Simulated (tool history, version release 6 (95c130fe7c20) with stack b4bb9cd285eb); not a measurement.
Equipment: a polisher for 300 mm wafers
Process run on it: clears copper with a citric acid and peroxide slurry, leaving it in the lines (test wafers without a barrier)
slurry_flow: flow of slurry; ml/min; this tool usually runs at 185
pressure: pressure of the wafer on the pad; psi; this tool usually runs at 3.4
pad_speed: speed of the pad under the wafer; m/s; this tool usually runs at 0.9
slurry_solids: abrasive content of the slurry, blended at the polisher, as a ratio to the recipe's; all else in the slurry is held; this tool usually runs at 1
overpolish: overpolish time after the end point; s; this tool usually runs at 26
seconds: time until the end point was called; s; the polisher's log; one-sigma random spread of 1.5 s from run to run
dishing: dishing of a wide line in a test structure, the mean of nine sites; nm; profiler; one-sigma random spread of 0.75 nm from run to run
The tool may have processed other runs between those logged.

run,hour,slurry_flow,pressure,pad_speed,slurry_solids,overpolish,"incoming thickness of the incoming film, nm",seconds,dishing
1,0,185,3.4,0.9,1,32,254.6,108.9,50.3
2,47.4,160,3.4,0.9,1,26,253.5,112.6,40.4
3,147.6,160,3.4,0.9,1,26,255.9,112.7,40
4,194.2,185,3.4,0.9,1,26,252.3,109.6,39
5,263.1,185,3.4,0.9,1,26,253.3,112,39.9
# hour 284.7: slurry blender recalibrated
6,342.6,185,3.4,0.9,1,26,252.7,104.2,42.5
# hour 417.4: slurry nozzle cleaned
7,439.3,185,3.4,0.9,1,26,254.7,106,42.7
# hour 454.4: worn pad replaced by a new one
8,520.8,185,3.4,0.78,1,17,257.4,127,25.3
9,585.7,185,3.4,0.78,1,17,252.1,124.9,25.3
10,687.2,185,3.4,0.78,1,17,255.9,128.7,24.7
11,726.4,185,4.5,0.9,1,26,256.2,89,52
# hour 761.5: slurry blender recalibrated
12,803.3,185,3.4,0.9,1,26,253.7,105.5,41.6
# hour 871.1: worn pad replaced by a new one, of another model than before
13,909.4,185,3.4,0.9,1,41,250,108.9,59.3
# hour 973.1: head pressure recalibrated
14,1013.2,120,4.4,0.9,1,41,256.7,111.5,63.1
15,1059.2,185,3.4,0.9,1,26,256.3,111.7,40.7
16,1104,120,4.4,0.9,1,41,252.9,112.8,62.3
# hour 1138.2: slurry nozzle cleaned
17,1171.2,210,3.1,0.78,1,32,253.2,124.3,42.5
18,1274.1,120,3.4,0.9,1.2,26,254.2,136.9,34.3
# hour 1300.5: slurry blender recalibrated
19,1314.4,185,3.4,0.9,1,34,252.7,107.2,52.9
20,1379,185,3.4,0.9,1,26,253.9,105.2,41.8
# hour 1414.5: worn pad replaced by a new one
21,1452.1,145,4.6,0.9,1.2,16,253.5,89.3,33.8

Run 22 is up next; what results do you expect?
22,1542.4,185,3.4,0.9,1,26,251.3,?,?

{"run 22": {"seconds": 109.3, "dishing": 41}}
With the hidden condition absent and the run-to-run variation left alone, this run would have shown seconds 104.5 s, dishing 42.6 nm.
